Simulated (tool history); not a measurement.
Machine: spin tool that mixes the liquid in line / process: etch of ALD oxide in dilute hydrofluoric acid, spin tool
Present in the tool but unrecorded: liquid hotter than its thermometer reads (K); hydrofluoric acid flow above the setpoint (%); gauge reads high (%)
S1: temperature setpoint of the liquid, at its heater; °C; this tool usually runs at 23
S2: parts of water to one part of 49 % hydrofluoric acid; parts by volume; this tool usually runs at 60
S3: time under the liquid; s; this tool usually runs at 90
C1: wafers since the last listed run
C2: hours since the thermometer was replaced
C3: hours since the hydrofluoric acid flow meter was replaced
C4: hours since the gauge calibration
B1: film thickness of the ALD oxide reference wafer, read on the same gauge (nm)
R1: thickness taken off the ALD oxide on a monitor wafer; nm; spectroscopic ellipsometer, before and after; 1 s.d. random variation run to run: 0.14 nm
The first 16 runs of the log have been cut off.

Run 17, day 11.108: usual settings but S1 21 °C, S2 35 parts by volume; C1 385; C2 132.2; C3 814.2; C4 197.1; B1 70.01. Result: R1 29.52 nm.
Run 18, day 13.046: usual settings but S1 21 °C, S2 45 parts by volume; C1 348; C2 178.7; C3 860.7; C4 243.6; B1 70. Result: R1 22.97 nm.
Run 19, day 13.483: usual settings; C1 78; C2 189.2; C3 871.2; C4 254.1; B1 69.99. Result: R1 18.38 nm.
At day 14.088: hydrofluoric acid flow meter replaced.
Run 20, day 14.108: usual settings but S1 27 °C, S2 40 parts by volume, S3 40 s; C1 105; C2 204.2; C3 0.5; C4 269.1; B1 70.01. Result: R1 14.65 nm.
Run 21, day 14.6: usual settings; C1 88; C2 216; C3 12.3; C4 280.9; B1 70. Result: R1 18.28 nm.
Run 22, day 14.892: usual settings but S1 18 °C, S2 40 parts by volume, S3 50 s; C1 52; C2 223; C3 19.3; C4 287.9; B1 70.01. Result: R1 12.59 nm.
Run 23, day 15.467: usual settings; C1 103; C2 236.8; C3 33.1; C4 301.7; B1 69.97. Result: R1 18.3 nm.
Run 24, day 16.158: usual settings but S1 26 °C, S3 60 s; C1 124; C2 253.4; C3 49.7; C4 318.3; B1 70.01. Result: R1 13.75 nm.
Run 25, day 16.717: usual settings but S1 19 °C, S2 50 parts by volume, S3 55 s; C1 100; C2 266.8; C3 63.1; C4 331.7; B1 70. Result: R1 11.43 nm.
Run 26, day 17.233: usual settings; C1 93; C2 279.2; C3 75.5; C4 344.1; B1 70.01. Result: R1 18.35 nm.
Run 27, day 17.525: usual settings but S1 24.5 °C, S2 30 parts by volume, S3 40 s; C1 52; C2 286.2; C3 82.5; C4 351.1; B1 70. Result: R1 17.98 nm.
Run 28, day 17.9: usual settings; C1 67; C2 295.2; C3 91.5; C4 360.1; B1 69.97. Result: R1 18.25 nm.
Run 29, day 18.362: usual settings but S1 28 °C, S3 65 s; C1 83; C2 306.3; C3 102.6; C4 371.2; B1 70.01. Result: R1 16.11 nm.
Run 30, day 18.904: usual settings but S1 24.5 °C, S2 85 parts by volume, S3 35 s; C1 97; C2 319.3; C3 115.6; C4 384.2; B1 70.01. Result: R1 5.2 nm.
Run 31, day 19.471: usual settings but S2 50 parts by volume; C1 102; C2 332.9; C3 129.2; C4 397.8; B1 69.99. Result: R1 22.03 nm.
Run 32, day 19.996: usual settings; C1 94; C2 345.5; C3 141.8; C4 410.4; B1 70. Result: R1 18.28 nm.
At day 20.442: gauge calibrated.
Run 33, day 20.583: usual settings but S1 25.5 °C; C1 105; C2 359.6; C3 155.9; C4 3.4; B1 70. Result: R1 20.42 nm.
Run 34, day 21.262: usual settings; C1 122; C2 375.9; C3 172.2; C4 19.7; B1 69.98. Result: R1 18.53 nm.
Run 35, day 21.512: usual settings but S2 30 parts by volume, S3 50 s; C1 45; C2 381.9; C3 178.2; C4 25.7; B1 70. Result: R1 21.06 nm.

Consider 4 possible next runs. They are alternatives, not a sequence: every one starts from the tool as it was left by run 35. What does each give?
Run A, day 21.529: usual settings but S1 20 °C; C1 3; C2 382.3; C3 178.6; C4 26.1; B1 ?. Result: R1 ?.
Run B, day 21.529: usual settings but S1 19 °C, S2 85 parts by volume; C1 3; C2 382.3; C3 178.6; C4 26.1; B1 ?. Result: R1 ?.
Run C, day 21.529: usual settings but S1 21 °C, S2 50 parts by volume; C1 3; C2 382.3; C3 178.6; C4 26.1; B1 ?. Result: R1 ?.
Run D, day 21.529: usual settings but S1 20.5 °C; C1 3; C2 382.3; C3 178.6; C4 26.1; B1 ?. Result: R1 ?.

run  B1     R1
  A  70  16.16
  B  70  10.63
  C  70  20.48
  D  70  16.51
Take away the tool's hidden state, keep each run's random variation, and the runs would have read:
run     R1
  A  16.16
  B  10.63
  C  20.48
  D  16.51
